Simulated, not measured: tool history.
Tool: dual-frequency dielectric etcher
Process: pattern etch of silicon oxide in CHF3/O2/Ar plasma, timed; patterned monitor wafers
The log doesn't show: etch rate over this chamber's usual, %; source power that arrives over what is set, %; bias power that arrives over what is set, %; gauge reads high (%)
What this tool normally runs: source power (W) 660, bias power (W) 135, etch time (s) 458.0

run,day,source power (W),bias power (W),etch time (s),wafers since the last listed run,hours since the last wet clean,hours since the last source power generator calibration,hours since the last bias power generator calibration,hours since the last upper electrode change,hours since the gauge calibration,"read-back reference wafer on the same gauge, depth_nm",mean etch depth across the wafer (nm)
1,0.000,660,135,529.5,0,350.2,2588.5,1382.8,2671.2,995.3,928.3,958.3
# day 2.421: wet clean of the chamber
2,2.842,660,135,529.5,163,10.1,2656.7,1451.0,2739.4,1063.5,929.4,947.6
3,5.546,660,135,529.5,240,75.0,2721.6,1515.9,2804.3,1128.4,929.1,950.7
# day 6.704: upper electrode replaced
4,8.229,660,135,458.0,149,139.4,2786.0,1580.3,36.6,1192.8,928.1,820.1
5,10.425,660,135,458.0,195,192.1,2838.7,1633.0,89.3,1245.5,929.0,818.9
6,13.042,660,142,458.0,232,254.9,2901.5,1695.8,152.1,1308.3,927.9,834.8
7,14.246,660,135,458.0,107,283.8,2930.4,1724.7,181.0,1337.2,928.6,820.7
8,16.542,590,119,384.0,204,338.9,2985.5,1779.8,236.1,1392.3,929.5,621.5
9,18.883,540,112,458.0,208,395.1,3041.7,1836.0,292.3,1448.5,928.9,701.1
# day 20.475: wet clean of the chamber
10,21.808,580,151,458.0,171,32.0,3111.9,1906.2,362.5,1518.7,929.1,795.9
11,22.983,800,158,398.0,104,60.2,3140.1,1934.4,390.7,1546.9,929.3,819.2
12,25.258,660,135,458.0,202,114.8,3194.7,1989.0,445.3,1601.5,928.5,813.6
13,28.129,660,117,358.5,255,183.7,3263.6,2057.9,514.2,1670.4,928.4,607.8
# day 29.542: source power generator calibrated
14,29.775,710,126,458.0,131,223.2,5.6,2097.4,553.7,1709.9,929.8,852.3
15,31.221,520,147,458.0,128,257.9,40.3,2132.1,588.4,1744.6,928.3,766.9
16,32.925,590,135,458.0,151,298.8,81.2,2173.0,629.3,1785.5,928.7,794.1
17,35.875,810,153,586.5,262,369.6,152.0,2243.8,700.1,1856.3,928.5,1235.3
18,36.962,790,158,394.5,96,395.7,178.1,2269.9,726.2,1882.4,929.2,828.9
# day 38.546: bias power generator calibrated
# day 38.850: wet clean of the chamber
19,39.325,660,135,458.0,168,11.4,234.8,18.7,782.9,1939.1,929.3,843.4
# day 39.862: gauge calibrated
20,42.217,660,154,458.0,257,80.8,304.2,88.1,852.3,56.5,929.0,877.4
21,44.638,570,162,563.0,215,138.9,362.3,146.2,910.4,114.6,928.9,1020.8
22,46.371,660,135,458.0,154,180.5,403.9,187.8,952.0,156.2,929.3,838.1
23,48.129,550,123,394.0,156,222.7,446.1,230.0,994.2,198.4,929.6,640.0
24,50.067,660,152,499.0,172,269.2,492.6,276.5,1040.7,244.9,928.2,953.8
25,51.308,790,161,458.0,110,299.0,522.4,306.3,1070.5,274.7,929.3,969.1
26,53.771,610,111,367.5,218,358.1,581.5,365.4,1129.6,333.8,929.5,613.3
27,55.771,660,135,458.0,177,406.1,629.5,413.4,1177.6,381.8,928.9,843.2
# day 58.096: wet clean of the chamber
28,58.646,760,163,579.5,166,13.2,698.5,482.4,1246.6,450.8,930.3,1205.8
29,61.279,660,135,458.0,234,76.4,761.7,545.6,1309.8,514.0,929.9,845.1
30,63.638,740,118,534.5,209,133.0,818.3,602.2,1366.4,570.6,928.2,999.8

Below, some changes in mean etch depth across the wafer (nm) between adjacent runs. For each, the amount present without the hidden state too (settings, incoming material, random variation) and the amount remaining for the hidden state with gauge scatter not shared by both compared results:
Run 7 -> 8: source power (W) 660 -> 590, bias power (W) 135 -> 119, etch time (s) 458.0 -> 384.0. mean etch depth across the wafer (nm) -199.2: hidden state +3.6, all else -202.8.
Run 12 -> 13: bias power (W) 135 -> 117, etch time (s) 458.0 -> 358.5. mean etch depth across the wafer (nm) -205.8: hidden state +4.6, all else -210.4.
Run 13 -> 14: source power (W) 660 -> 710, bias power (W) 117 -> 126, etch time (s) 358.5 -> 458.0, source power generator calibrated. mean etch depth across the wafer (nm) +244.5: hidden state +19.9, all else +224.6.
Run 16 -> 17: source power (W) 590 -> 810, bias power (W) 135 -> 153, etch time (s) 458.0 -> 586.5. mean etch depth across the wafer (nm) +441.2: hidden state +1.3, all else +439.9.
Run 17 -> 18: source power (W) 810 -> 790, bias power (W) 153 -> 158, etch time (s) 586.5 -> 394.5. mean etch depth across the wafer (nm) -406.4: hidden state -1.3, all else -405.1.
Run 27 -> 28: source power (W) 660 -> 760, bias power (W) 135 -> 163, etch time (s) 458.0 -> 579.5, wet clean of the chamber. mean etch depth across the wafer (nm) +362.6: hidden state +0.4, all else +362.2.

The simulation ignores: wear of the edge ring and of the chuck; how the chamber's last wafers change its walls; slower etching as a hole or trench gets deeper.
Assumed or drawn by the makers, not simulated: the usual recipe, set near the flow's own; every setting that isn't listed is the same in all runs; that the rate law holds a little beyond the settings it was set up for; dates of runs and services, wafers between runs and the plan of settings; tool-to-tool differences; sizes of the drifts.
